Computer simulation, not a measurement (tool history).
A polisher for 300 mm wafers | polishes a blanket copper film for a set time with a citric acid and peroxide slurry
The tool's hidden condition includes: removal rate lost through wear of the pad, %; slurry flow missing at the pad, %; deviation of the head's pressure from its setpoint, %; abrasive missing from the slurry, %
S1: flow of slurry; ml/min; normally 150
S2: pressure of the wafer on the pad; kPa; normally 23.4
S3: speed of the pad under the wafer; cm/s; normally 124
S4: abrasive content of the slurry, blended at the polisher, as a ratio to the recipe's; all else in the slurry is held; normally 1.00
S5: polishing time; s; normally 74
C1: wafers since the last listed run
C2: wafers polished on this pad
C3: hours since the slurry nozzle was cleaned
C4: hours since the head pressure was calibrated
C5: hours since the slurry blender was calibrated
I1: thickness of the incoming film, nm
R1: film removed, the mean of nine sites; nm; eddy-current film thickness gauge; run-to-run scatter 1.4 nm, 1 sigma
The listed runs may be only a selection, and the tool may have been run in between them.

run	day	S1	S2	S3	S4	S5	C1	C2	C3	C4	C5	I1	R1
1	0.000	150	23.4	124	1.00	74	0	16	536.4	985.8	84.0	858.9	205.1
2	0.412	150	23.4	124	1.00	74	97	114	546.3	995.7	93.9	861.9	203.7
3	0.729	150	23.4	124	1.00	74	74	189	553.9	1003.3	101.5	861.2	201.3
# day 1.683: slurry blender recalibrated
4	2.588	150	23.4	124	1.00	74	420	609	598.5	1047.9	21.7	865.4	198.1
5	3.117	150	23.4	124	1.00	74	125	735	611.2	1060.6	34.4	865.9	197.2
6	3.558	165	26.9	124	1.00	74	104	839	621.8	1071.2	45.0	841.0	231.6
7	4.067	165	26.9	124	1.00	74	120	960	634.0	1083.4	57.2	847.6	230.6
8	4.733	165	26.9	124	1.00	74	157	1117	650.0	1099.4	73.2	874.5	229.0
# day 5.321: slurry nozzle cleaned
9	5.338	150	23.4	154	1.00	74	133	1251	0.4	1113.9	87.7	865.5	239.7
# day 5.679: worn pad replaced by a new one
10	5.833	150	23.4	154	1.00	74	77	36	12.3	1125.8	99.6	854.2	242.4
11	6.417	150	23.4	154	1.00	74	138	174	26.3	1139.8	113.6	867.2	241.9
# day 6.833: slurry blender recalibrated
12	7.146	150	23.4	124	1.00	74	152	327	43.8	1157.3	7.5	868.9	208.3
13	7.671	100	29.0	124	1.00	74	124	452	56.4	1169.9	20.1	866.5	243.6
14	8.375	180	23.4	140	1.00	74	166	618	73.3	1186.8	37.0	857.7	227.4
15	8.783	180	15.2	136	1.10	74	96	715	83.1	1196.6	46.8	859.2	148.7
16	9.038	150	23.4	124	1.25	74	60	775	89.2	1202.7	52.9	865.5	221.7
17	9.658	175	23.4	160	1.00	74	147	922	104.1	1217.6	67.8	864.4	245.2
# day 10.275: head pressure recalibrated
18	10.292	180	15.2	124	0.75	96	130	1053	119.3	0.4	83.0	864.2	154.7
19	10.946	150	28.3	80	0.70	48	154	1207	135.0	16.1	98.7	856.2	107.1
20	11.512	150	26.2	98	0.80	88	134	1342	148.6	29.7	112.3	843.7	212.6
# day 12.046: worn pad replaced by a new one
# day 12.271: slurry blender recalibrated
21	12.292	150	23.4	154	1.00	74	125	38	167.3	48.4	0.5	849.2	240.3
22	13.575	165	31.0	124	1.00	91	303	342	198.1	79.2	31.3	849.7	334.7

Here are 5 independent what-if runs from the current tool condition. What would each one return?
A	13.592	150	23.4	124	1.00	74	3	346	198.5	79.6	31.7	854.8	?
B	13.592	170	19.3	136	1.00	92	3	346	198.5	79.6	31.7	854.8	?
C	13.592	170	23.4	124	1.30	74	3	346	198.5	79.6	31.7	854.8	?
D	13.592	150	23.4	124	0.75	92	3	346	198.5	79.6	31.7	854.8	?
E	13.592	130	31.0	92	1.00	74	3	346	198.5	79.6	31.7	854.8	?

run	R1
A	202.2
B	223.3
C	224.8
D	224.2
E	220.9
Without the tool's hidden state the same runs would have given:
run	R1
A	215.3
B	237.1
C	238.7
D	238.7
E	235.8
